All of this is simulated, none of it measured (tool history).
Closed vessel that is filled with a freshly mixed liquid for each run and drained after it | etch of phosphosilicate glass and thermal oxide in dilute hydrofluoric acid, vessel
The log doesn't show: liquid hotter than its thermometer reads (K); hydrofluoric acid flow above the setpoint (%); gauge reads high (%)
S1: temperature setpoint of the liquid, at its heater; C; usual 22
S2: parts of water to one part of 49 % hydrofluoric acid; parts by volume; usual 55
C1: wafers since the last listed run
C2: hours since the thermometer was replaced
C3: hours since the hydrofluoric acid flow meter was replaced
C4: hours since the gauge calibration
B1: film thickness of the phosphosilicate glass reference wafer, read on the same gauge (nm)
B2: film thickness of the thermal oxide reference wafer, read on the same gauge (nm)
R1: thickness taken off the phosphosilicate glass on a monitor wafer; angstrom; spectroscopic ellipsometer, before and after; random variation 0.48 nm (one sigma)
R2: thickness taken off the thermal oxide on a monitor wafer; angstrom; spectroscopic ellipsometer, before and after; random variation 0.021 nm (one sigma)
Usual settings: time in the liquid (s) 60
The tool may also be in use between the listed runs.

run 1 hour=0 | S1=19 S2=55 time_in_the_liquid_(s)=70 | C1=0 C2=721.1 C3=1815.5 C4=666.5 | B1=50 B2=89.991 | R1=1438.6 R2=51.95
run 2 hour=100 | S1=19 S2=80 time_in_the_liquid_(s)=70 | C1=7553 C2=821.1 C3=1915.5 C4=766.5 | B1=49.99 B2=89.994 | R1=950.2 R2=34.76
run 3 hour=144.6 | S1=22 S2=25 time_in_the_liquid_(s)=85 | C1=3368 C2=865.7 C3=1960.1 C4=811.1 | B1=49.98 B2=89.987 | R1=4476.3 R2=164.85
run 4 hour=193.8 | S1=18.5 S2=55 time_in_the_liquid_(s)=30 | C1=3716 C2=914.9 C3=2009.3 C4=860.3 | B1=49.99 B2=89.979 | R1=599.2 R2=21.94
run 5 hour=243.5 | S1=22 S2=55 time_in_the_liquid_(s)=60 | C1=3753 C2=964.6 C3=2059 C4=910 | B1=50.02 B2=90.03 | R1=1388.6 R2=50.99
run 6 hour=304.3 | S1=22 S2=55 time_in_the_liquid_(s)=95 | C1=4592 C2=1025.4 C3=2119.8 C4=970.8 | B1=49.99 B2=90.003 | R1=2223.7 R2=80.42
run 7 hour=380.8 | S1=19.5 S2=30 time_in_the_liquid_(s)=90 | C1=5778 C2=1101.9 C3=2196.3 C4=1047.3 | B1=50.02 B2=89.977 | R1=3561.9 R2=129.19
run 8 hour=482.3 | S1=22 S2=35 time_in_the_liquid_(s)=80 | C1=7666 C2=1203.4 C3=2297.8 C4=1148.8 | B1=49.94 B2=90.009 | R1=3023.9 R2=110.04
run 9 hour=567.1 | S1=18 S2=45 time_in_the_liquid_(s)=60 | C1=6405 C2=1288.2 C3=2382.6 C4=1233.6 | B1=50.01 B2=89.997 | R1=1459.9 R2=53.81
-- hour=614.3 hydrofluoric acid flow meter replaced
run 10 hour=621.8 | S1=20 S2=80 time_in_the_liquid_(s)=40 | C1=4056 C2=1342.9 C3=7.5 C4=1288.3 | B1=50.01 B2=90.027 | R1=546.3 R2=19.85
run 11 hour=673.2 | S1=17.5 S2=65 time_in_the_liquid_(s)=90 | C1=3882 C2=1394.3 C3=58.9 C4=1339.7 | B1=50.02 B2=89.999 | R1=1382.1 R2=50.15
run 12 hour=765 | S1=22 S2=55 time_in_the_liquid_(s)=60 | C1=6933 C2=1486.1 C3=150.7 C4=1431.5 | B1=50 B2=90.013 | R1=1341.7 R2=48.8
run 13 hour=869.6 | S1=22 S2=55 time_in_the_liquid_(s)=60 | C1=7900 C2=1590.7 C3=255.3 C4=1536.1 | B1=49.98 B2=90.024 | R1=1332 R2=48.78
run 14 hour=923.5 | S1=22 S2=55 time_in_the_liquid_(s)=75 | C1=4071 C2=1644.6 C3=309.2 C4=1590 | B1=49.96 B2=90.028 | R1=1691.7 R2=61.03
run 15 hour=1030.8 | S1=20.5 S2=70 time_in_the_liquid_(s)=50 | C1=8104 C2=1751.9 C3=416.5 C4=1697.3 | B1=50.01 B2=90.011 | R1=812.6 R2=29.53
run 16 hour=1100.9 | S1=22 S2=55 time_in_the_liquid_(s)=30 | C1=5294 C2=1822 C3=486.6 C4=1767.4 | B1=49.98 B2=89.996 | R1=672.2 R2=24.59
run 17 hour=1175.7 | S1=22 S2=55 time_in_the_liquid_(s)=60 | C1=5649 C2=1896.8 C3=561.4 C4=1842.2 | B1=50.03 B2=89.964 | R1=1351.1 R2=49.43
run 18 hour=1270.4 | S1=20.5 S2=35 time_in_the_liquid_(s)=30 | C1=7152 C2=1991.5 C3=656.1 C4=1936.9 | B1=49.97 B2=90.022 | R1=1016.7 R2=37.38
run 19 hour=1310.1 | S1=22 S2=65 time_in_the_liquid_(s)=35 | C1=2998 C2=2031.2 C3=695.8 C4=1976.6 | B1=50.03 B2=89.986 | R1=662.1 R2=24
run 20 hour=1351.6 | S1=22 S2=55 time_in_the_liquid_(s)=60 | C1=3134 C2=2072.7 C3=737.3 C4=2018.1 | B1=50.02 B2=90.02 | R1=1354.2 R2=49.47
run 21 hour=1434.3 | S1=20 S2=35 time_in_the_liquid_(s)=70 | C1=6246 C2=2155.4 C3=820 C4=2100.8 | B1=50 B2=89.999 | R1=2344.3 R2=85.36
-- hour=1493.5 thermometer replaced
run 22 hour=1504.9 | S1=22 S2=85 time_in_the_liquid_(s)=35 | C1=5257 C2=11.4 C3=890.6 C4=2171.4 | B1=49.98 B2=90.003 | R1=492.3 R2=17.94
run 23 hour=1597.4 | S1=26 S2=55 time_in_the_liquid_(s)=60 | C1=6986 C2=103.9 C3=983.1 C4=2263.9 | B1=50.07 B2=89.989 | R1=1605.6 R2=58.48
run 24 hour=1687.9 | S1=19 S2=55 time_in_the_liquid_(s)=45 | C1=6835 C2=194.4 C3=1073.6 C4=2354.4 | B1=50 B2=89.993 | R1=909.4 R2=32.57

5 ways to go on from here, each from the tool as it stands after run 24. What would each give?
run A hour=1688.6 | S1=22 S2=55 time_in_the_liquid_(s)=50 | C1=52 C2=195.1 C3=1074.3 C4=2355.1 | B1=? B2=? | R1=? R2=?
run B hour=1688.6 | S1=17.5 S2=55 time_in_the_liquid_(s)=60 | C1=52 C2=195.1 C3=1074.3 C4=2355.1 | B1=? B2=? | R1=? R2=?
run C hour=1688.6 | S1=19.5 S2=55 time_in_the_liquid_(s)=80 | C1=52 C2=195.1 C3=1074.3 C4=2355.1 | B1=? B2=? | R1=? R2=?
run D hour=1688.6 | S1=18.5 S2=55 time_in_the_liquid_(s)=60 | C1=52 C2=195.1 C3=1074.3 C4=2355.1 | B1=? B2=? | R1=? R2=?
run E hour=1688.6 | S1=17.5 S2=55 time_in_the_liquid_(s)=30 | C1=52 C2=195.1 C3=1074.3 C4=2355.1 | B1=? B2=? | R1=? R2=?

run=A B1=50.01 B2=89.998 R1=1136.7 R2=41.3
run=B B1=50.01 B2=89.998 R1=1126.9 R2=40.94
run=C B1=50.01 B2=89.998 R1=1637 R2=59.48
run=D B1=50.01 B2=89.998 R1=1176.4 R2=42.74
run=E B1=50.01 B2=89.998 R1=563.4 R2=20.47
Without the tool's hidden state the same runs would have given:
run=A R1=1105.8 R2=40.18
run=B R1=1096.4 R2=39.84
run=C R1=1592.7 R2=57.87
run=D R1=1144.6 R2=41.59
run=E R1=548.2 R2=19.92

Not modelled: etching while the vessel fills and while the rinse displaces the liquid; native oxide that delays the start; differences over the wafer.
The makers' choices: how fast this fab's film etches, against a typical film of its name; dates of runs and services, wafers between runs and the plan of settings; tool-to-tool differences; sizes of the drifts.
